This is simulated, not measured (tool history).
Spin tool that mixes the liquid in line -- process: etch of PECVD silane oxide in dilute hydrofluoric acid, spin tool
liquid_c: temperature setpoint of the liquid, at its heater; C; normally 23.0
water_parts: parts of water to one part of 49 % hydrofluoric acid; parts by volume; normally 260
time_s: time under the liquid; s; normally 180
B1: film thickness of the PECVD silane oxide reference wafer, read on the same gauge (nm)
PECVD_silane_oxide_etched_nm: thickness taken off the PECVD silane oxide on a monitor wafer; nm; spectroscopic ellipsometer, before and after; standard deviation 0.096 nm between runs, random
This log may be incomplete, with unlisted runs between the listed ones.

Run 1, day 0.000: usual settings but water_parts 345 parts by volume; B1 150.03. Result: PECVD_silane_oxide_etched_nm 8.75 nm.
Run 2, day 1.267: usual settings but water_parts 345 parts by volume; B1 150.00. Result: PECVD_silane_oxide_etched_nm 8.67 nm.
Run 3, day 1.996: usual settings; B1 150.00. Result: PECVD_silane_oxide_etched_nm 12.58 nm.
Run 4, day 2.550: usual settings; B1 150.00. Result: PECVD_silane_oxide_etched_nm 12.65 nm.
Run 5, day 3.775: usual settings; B1 149.97. Result: PECVD_silane_oxide_etched_nm 12.77 nm.
Run 6, day 4.817: usual settings; B1 150.00. Result: PECVD_silane_oxide_etched_nm 12.78 nm.
Run 7, day 6.033: usual settings; B1 149.99. Result: PECVD_silane_oxide_etched_nm 12.77 nm.
Run 8, day 6.679: usual settings; B1 150.01. Result: PECVD_silane_oxide_etched_nm 12.99 nm.
Run 9, day 7.808: usual settings; B1 149.98. Result: PECVD_silane_oxide_etched_nm 12.92 nm.
Run 10, day 9.142: usual settings; B1 149.99. Result: PECVD_silane_oxide_etched_nm 13.18 nm.
At day 9.825: thermometer replaced.
Run 11, day 10.492: usual settings but time_s 100 s; B1 150.01. Result: PECVD_silane_oxide_etched_nm 7.33 nm.
Run 12, day 11.217: usual settings; B1 149.97. Result: PECVD_silane_oxide_etched_nm 13.28 nm.
Run 13, day 11.942: usual settings; B1 150.02. Result: PECVD_silane_oxide_etched_nm 13.25 nm.
At day 12.321: gauge calibrated.
Run 14, day 12.788: usual settings; B1 149.98. Result: PECVD_silane_oxide_etched_nm 13.13 nm.
Run 15, day 13.504: usual settings; B1 149.95. Result: PECVD_silane_oxide_etched_nm 13.37 nm.
Run 16, day 14.392: usual settings but water_parts 330 parts by volume; B1 149.98. Result: PECVD_silane_oxide_etched_nm 9.96 nm.
Run 17, day 15.438: usual settings but time_s 250 s; B1 149.98. Result: PECVD_silane_oxide_etched_nm 18.93 nm.
At day 15.508: hydrofluoric acid flow meter replaced.
Run 18, day 16.525: usual settings; B1 150.00. Result: PECVD_silane_oxide_etched_nm 12.70 nm.
Run 19, day 17.429: usual settings but water_parts 155 parts by volume, time_s 120 s; B1 150.02. Result: PECVD_silane_oxide_etched_nm 15.61 nm.
Run 20, day 18.758: usual settings; B1 150.02. Result: PECVD_silane_oxide_etched_nm 12.87 nm.
Run 21, day 20.154: usual settings; B1 150.04. Result: PECVD_silane_oxide_etched_nm 12.61 nm.
Run 22, day 21.062: usual settings but time_s 125 s; B1 149.98. Result: PECVD_silane_oxide_etched_nm 9.06 nm.
Run 23, day 21.588: usual settings but liquid_c 26.5 C, water_parts 185 parts by volume; B1 150.05. Result: PECVD_silane_oxide_etched_nm 22.17 nm.
Run 24, day 22.629: usual settings but liquid_c 20.0 C, water_parts 190 parts by volume; B1 149.99. Result: PECVD_silane_oxide_etched_nm 16.95 nm.
Run 25, day 23.208: usual settings; B1 149.99. Result: PECVD_silane_oxide_etched_nm 13.01 nm.
Run 26, day 24.371: usual settings; B1 149.99. Result: PECVD_silane_oxide_etched_nm 12.97 nm.
Run 27, day 25.483: usual settings but liquid_c 26.0 C, water_parts 145 parts by volume, time_s 210 s; B1 150.02. Result: PECVD_silane_oxide_etched_nm 34.34 nm.
Run 28, day 26.029: usual settings but liquid_c 19.5 C; B1 150.00. Result: PECVD_silane_oxide_etched_nm 11.68 nm.

Forecast each of these 4 alternatives for the next run:
Run A, day 26.050: usual settings but water_parts 155 parts by volume; B1 ?. Result: PECVD_silane_oxide_etched_nm ?.
Run B, day 26.050: usual settings but liquid_c 18.5 C, water_parts 190 parts by volume; B1 ?. Result: PECVD_silane_oxide_etched_nm ?.
Run C, day 26.050: usual settings but liquid_c 28.0 C, water_parts 315 parts by volume, time_s 230 s; B1 ?. Result: PECVD_silane_oxide_etched_nm ?.
Run D, day 26.050: usual settings but liquid_c 26.5 C, water_parts 135 parts by volume, time_s 130 s; B1 ?. Result: PECVD_silane_oxide_etched_nm ?.

run      B1  PECVD_silane_oxide_etched_nm
  A  150.01                         24.67
  B  150.01                         16.30
  C  150.01                         15.73
  D  150.01                         23.92
Stripped of hidden state, with their random variation kept, the same runs would have yielded:
run  PECVD_silane_oxide_etched_nm
  A                         23.20
  B                         15.32
  C                         14.68
  D                         22.50

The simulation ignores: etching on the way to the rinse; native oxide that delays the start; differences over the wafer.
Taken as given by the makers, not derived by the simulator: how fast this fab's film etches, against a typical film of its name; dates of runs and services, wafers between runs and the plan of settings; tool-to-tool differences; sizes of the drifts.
